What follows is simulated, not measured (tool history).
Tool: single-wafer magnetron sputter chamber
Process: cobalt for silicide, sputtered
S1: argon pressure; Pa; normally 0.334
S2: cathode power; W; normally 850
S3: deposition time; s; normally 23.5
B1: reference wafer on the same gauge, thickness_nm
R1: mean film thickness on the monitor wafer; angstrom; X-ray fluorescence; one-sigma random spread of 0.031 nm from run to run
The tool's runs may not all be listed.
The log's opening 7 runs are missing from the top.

run    hour     S1   S2    S3      B1      R1
      317.0  -- sputter target and shields replaced
  8   321.2  0.334  850  23.5  10.721   96.86
  9   390.0  0.334  850  23.5  10.718   97.30
 10   429.5  0.334  850  23.5  10.723   97.04
 11   489.9  0.334  900  23.5  10.729  103.34
 12   552.6  0.334  900  23.5  10.723  102.30
      618.0  -- sputter target and shields replaced
 13   682.8  0.334  900  23.5  10.720  103.16
 14   731.4  0.334  850  23.5  10.720   97.55
 15   758.8  0.334  850  23.5  10.729   96.96
      767.8  -- capacitance manometer re-zeroed and calibrated
 16   829.3  0.248  850  23.5  10.721   98.51
      855.1  -- gauge calibrated
 17   893.1  0.334  700  20.5  10.722   69.54
      918.2  -- sputter target and shields replaced
 18   918.7  0.334  850  21.3  10.723   86.92
 19   984.7  0.334  850  28.1  10.715  115.25
 20  1051.2  0.334  850  23.5  10.719   96.12
 21  1089.1  0.262  700  19.0  10.724   65.89
 22  1129.1  0.334  850  22.3  10.719   91.44
     1145.9  -- magnet pack replaced
 23  1157.6  0.248  850  23.5  10.719   99.60
     1175.9  -- sputter target and shields replaced
 24  1186.2  0.258  850  23.5  10.720   98.84

Predict the results of run 25:
 25  1245.9  0.334  850  23.5   ?   ?

Run 25 measured B1 10.719, R1 95.85 angstrom.
Take away the tool's hidden state, keep the run-to-run variation as it was, and the same run would have given R1 94.87 angstrom.

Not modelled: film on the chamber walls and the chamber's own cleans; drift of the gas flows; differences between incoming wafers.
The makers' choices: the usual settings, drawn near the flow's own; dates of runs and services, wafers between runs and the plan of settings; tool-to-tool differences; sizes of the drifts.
